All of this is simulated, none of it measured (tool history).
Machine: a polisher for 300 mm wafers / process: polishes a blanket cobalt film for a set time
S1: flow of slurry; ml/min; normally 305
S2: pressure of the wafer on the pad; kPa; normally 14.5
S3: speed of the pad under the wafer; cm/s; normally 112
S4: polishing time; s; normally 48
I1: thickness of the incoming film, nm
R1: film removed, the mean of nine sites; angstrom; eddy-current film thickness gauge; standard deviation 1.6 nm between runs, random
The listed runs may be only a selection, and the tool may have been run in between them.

run 1 hour=0.0 | S1=340 S2=14.5 S3=112 S4=48 | I1=812.8 | R1=2306
run 2 hour=30.3 | S1=305 S2=14.5 S3=112 S4=48 | I1=802.7 | R1=2275
run 3 hour=54.6 | S1=305 S2=14.5 S3=112 S4=48 | I1=814.3 | R1=2285
run 4 hour=109.0 | S1=365 S2=14.5 S3=86 S4=48 | I1=815.5 | R1=1761
run 5 hour=146.1 | S1=305 S2=14.5 S3=112 S4=48 | I1=806.0 | R1=2236
-- hour=163.0 slurry nozzle cleaned
run 6 hour=192.2 | S1=305 S2=14.5 S3=112 S4=48 | I1=794.5 | R1=2304
-- hour=201.7 head pressure recalibrated
run 7 hour=218.7 | S1=305 S2=14.5 S3=112 S4=48 | I1=815.3 | R1=2409
run 8 hour=273.2 | S1=305 S2=16.5 S3=112 S4=48 | I1=800.0 | R1=2705
-- hour=392.3 worn pad replaced by a new one
run 9 hour=410.8 | S1=305 S2=16.5 S3=112 S4=48 | I1=811.8 | R1=2624
run 10 hour=477.5 | S1=305 S2=16.5 S3=112 S4=48 | I1=802.4 | R1=2597
run 11 hour=542.0 | S1=305 S2=14.5 S3=112 S4=48 | I1=810.9 | R1=2279
run 12 hour=617.6 | S1=220 S2=14.5 S3=112 S4=48 | I1=810.3 | R1=2147
run 13 hour=652.4 | S1=375 S2=11.7 S3=112 S4=33 | I1=807.0 | R1=1315
run 14 hour=716.9 | S1=305 S2=14.5 S3=124 S4=48 | I1=801.1 | R1=2473
-- hour=766.5 head pressure recalibrated
run 15 hour=785.9 | S1=305 S2=15.9 S3=112 S4=48 | I1=828.3 | R1=2491
-- hour=790.7 slurry nozzle cleaned
run 16 hour=825.3 | S1=305 S2=14.5 S3=112 S4=48 | I1=808.6 | R1=2432
run 17 hour=862.3 | S1=305 S2=14.5 S3=112 S4=48 | I1=823.8 | R1=2378
run 18 hour=922.4 | S1=305 S2=14.5 S3=112 S4=48 | I1=818.6 | R1=2335
run 19 hour=977.7 | S1=305 S2=17.2 S3=142 S4=48 | I1=825.6 | R1=3450
-- hour=1022.5 worn pad replaced by a new one
run 20 hour=1099.8 | S1=305 S2=17.2 S3=112 S4=48 | I1=813.7 | R1=2677
run 21 hour=1124.0 | S1=305 S2=16.5 S3=112 S4=52 | I1=807.2 | R1=2815
run 22 hour=1154.8 | S1=305 S2=14.5 S3=112 S4=48 | I1=814.6 | R1=2281
run 23 hour=1220.1 | S1=305 S2=10.3 S3=112 S4=58 | I1=807.7 | R1=2030
run 24 hour=1284.1 | S1=305 S2=11.7 S3=126 S4=41 | I1=806.0 | R1=1784
run 25 hour=1322.4 | S1=230 S2=14.5 S3=112 S4=48 | I1=813.3 | R1=2150
run 26 hour=1348.9 | S1=200 S2=14.5 S3=112 S4=48 | I1=819.6 | R1=2060
-- hour=1372.2 head pressure recalibrated
run 27 hour=1397.4 | S1=265 S2=14.5 S3=126 S4=48 | I1=817.7 | R1=2566
run 28 hour=1444.8 | S1=395 S2=14.5 S3=82 S4=43 | I1=805.2 | R1=1573
-- hour=1464.0 slurry nozzle cleaned
run 29 hour=1515.6 | S1=260 S2=14.5 S3=134 S4=41 | I1=806.9 | R1=2403
-- hour=1546.9 worn pad replaced by a new one
run 30 hour=1579.1 | S1=260 S2=17.2 S3=112 S4=48 | I1=804.8 | R1=2706
run 31 hour=1610.2 | S1=305 S2=14.5 S3=76 S4=48 | I1=810.6 | R1=1592
run 32 hour=1810.6 | S1=305 S2=14.5 S3=112 S4=48 | I1=819.4 | R1=2274
run 33 hour=1866.7 | S1=200 S2=14.5 S3=112 S4=48 | I1=808.2 | R1=2111
-- hour=1891.9 head pressure recalibrated
run 34 hour=1912.5 | S1=255 S2=14.5 S3=112 S4=48 | I1=818.2 | R1=2281
-- hour=1971.2 slurry nozzle cleaned
run 35 hour=1981.9 | S1=200 S2=16.5 S3=112 S4=48 | I1=800.5 | R1=2548
run 36 hour=2023.3 | S1=305 S2=14.5 S3=152 S4=48 | I1=811.5 | R1=3193
run 37 hour=2054.8 | S1=305 S2=11.0 S3=112 S4=48 | I1=810.2 | R1=1822

Pick out some run-to-run changes in R1. Of each, how much would a tool without hidden state show as well, from the settings, what came in and chance, and how much is left for the hidden state and any gauge scatter not in both results compared?
Unlogged tool condition in this case: removal rate lost through wear of the pad, %; slurry flow missing at the pad, %; deviation of the head's pressure from its setpoint, %.
Run 6 -> 7: head pressure recalibrated. R1 +105 angstrom: hidden state +122, all else -17.
Run 13 -> 14: S1 375 -> 305, S2 11.7 -> 14.5, S3 112 -> 124, S4 33 -> 48. R1 +1158 angstrom: hidden state -118, all else +1276.
Run 15 -> 16: S2 15.9 -> 14.5, slurry nozzle cleaned. R1 -59 angstrom: hidden state +109, all else -168.
Run 18 -> 19: S2 14.5 -> 17.2, S3 112 -> 142. R1 +1115 angstrom: hidden state -64, all else +1179.
Run 36 -> 37: S2 14.5 -> 11.0, S3 152 -> 112. R1 -1371 angstrom: hidden state +34, all else -1405.
